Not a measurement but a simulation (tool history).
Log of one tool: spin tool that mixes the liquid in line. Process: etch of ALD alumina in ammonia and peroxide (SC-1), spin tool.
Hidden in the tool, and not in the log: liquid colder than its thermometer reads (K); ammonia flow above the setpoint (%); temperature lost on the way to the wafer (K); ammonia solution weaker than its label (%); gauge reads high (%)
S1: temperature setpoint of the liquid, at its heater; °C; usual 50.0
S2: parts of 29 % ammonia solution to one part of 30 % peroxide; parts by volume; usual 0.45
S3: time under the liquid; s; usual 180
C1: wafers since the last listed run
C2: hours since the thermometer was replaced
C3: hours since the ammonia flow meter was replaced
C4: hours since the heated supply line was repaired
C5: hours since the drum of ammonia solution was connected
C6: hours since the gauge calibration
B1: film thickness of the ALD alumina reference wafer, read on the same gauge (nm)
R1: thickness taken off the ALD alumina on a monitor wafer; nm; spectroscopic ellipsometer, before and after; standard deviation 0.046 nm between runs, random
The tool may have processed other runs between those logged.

run   hour    S1    S2   S3   C1     C2      C3      C4     C5     C6     B1     R1
  1    0.0  50.0  0.45  180    0  688.9  1956.2   834.9  369.8  190.9  50.04   9.41
  2   12.8  52.5  0.45  265  103  701.7  1969.0   847.7  382.6  203.7  49.99  15.86
  3   30.7  50.0  0.35  180  145  719.6  1986.9   865.6  400.5  221.6  49.98   9.17
  4   47.7  50.0  0.35  180  138  736.6  2003.9   882.6  417.5  238.6  49.99   9.15
      52.2  -- ammonia flow meter replaced
  5   94.1  50.0  0.45  180  368  783.0    41.9   929.0  463.9  285.0  50.02   9.33
      99.3  -- thermometer replaced
  6  105.1  50.0  0.45  180   81    5.8    52.9   940.0  474.9  296.0  50.00   9.09
     106.8  -- new drum of ammonia solution connected
  7  122.8  47.0  0.45  180  135   23.5    70.6   957.7   16.0  313.7  50.03   7.69
  8  129.9  47.0  0.45  180   57   30.6    77.7   964.8   23.1  320.8  50.00   7.72
  9  138.9  50.0  0.45  180   73   39.6    86.7   973.8   32.1  329.8  49.98   9.16
 10  145.6  50.0  0.45  180   54   46.3    93.4   980.5   38.8  336.5  50.00   9.14
     156.2  -- gauge calibrated
 11  184.2  45.0  0.45  180  313   84.9   132.0  1019.1   77.4   28.0  50.01   6.87
 12  202.0  50.0  0.60  245  144  102.7   149.8  1036.9   95.2   45.8  50.00  12.71
 13  210.8  50.0  0.45  180   71  111.5   158.6  1045.7  104.0   54.6  49.99   9.05
     215.8  -- thermometer replaced, repeated, since the last time left the tool worse
 14  226.8  50.0  0.60  220  121   11.0   174.6  1061.7  120.0   70.6  50.02  12.20
 15  238.3  44.0  0.60  250   93   22.5   186.1  1073.2  131.5   82.1  49.99   9.92
 16  250.4  50.0  0.50  250   98   34.6   198.2  1085.3  143.6   94.2  49.99  13.76
 17  267.8  50.0  0.45  260  141   52.0   215.6  1102.7  161.0  111.6  50.00  14.10
     282.4  -- heated supply line repaired
 18  308.4  47.5  0.45  225  321   92.6   256.2    26.0  201.6  152.2  49.98  10.56
 19  319.3  50.0  0.30  180   88  103.5   267.1    36.9  212.5  163.1  49.98   9.37
 20  326.0  50.0  0.65  180   54  110.2   273.8    43.6  219.2  169.8  50.00  10.09
 21  336.8  42.5  0.65  180   87  121.0   284.6    54.4  230.0  180.6  50.01   6.58
 22  348.6  50.0  0.25  110   95  132.8   296.4    66.2  241.8  192.4  50.02   5.59
 23  358.2  59.0  0.45  180   77  142.4   306.0    75.8  251.4  202.0  50.03  15.56
 24  364.6  54.5  0.55  210   51  148.8   312.4    82.2  257.8  208.4  49.99  14.77
 25  381.8  50.0  0.45   95  139  166.0   329.6    99.4  275.0  225.6  50.00   5.11

Here are 4 independent what-if runs from the current tool condition. What would each one return?
  A  382.3  50.0  0.45  180   4  166.5  330.1  99.9  275.5  226.1   ?   ?
  B  382.3  50.0  0.25  285   4  166.5  330.1  99.9  275.5  226.1   ?   ?
  C  382.3  42.5  0.50  140   4  166.5  330.1  99.9  275.5  226.1   ?   ?
  D  382.3  44.0  0.60  240   4  166.5  330.1  99.9  275.5  226.1   ?   ?

run     B1     R1
  A  50.01   9.70
  B  50.01  14.52
  C  50.01   4.98
  D  50.01   9.48
Had the tool no hidden state, the same runs would have come out as:
run     R1
  A   9.82
  B  14.70
  C   5.05
  D   9.61

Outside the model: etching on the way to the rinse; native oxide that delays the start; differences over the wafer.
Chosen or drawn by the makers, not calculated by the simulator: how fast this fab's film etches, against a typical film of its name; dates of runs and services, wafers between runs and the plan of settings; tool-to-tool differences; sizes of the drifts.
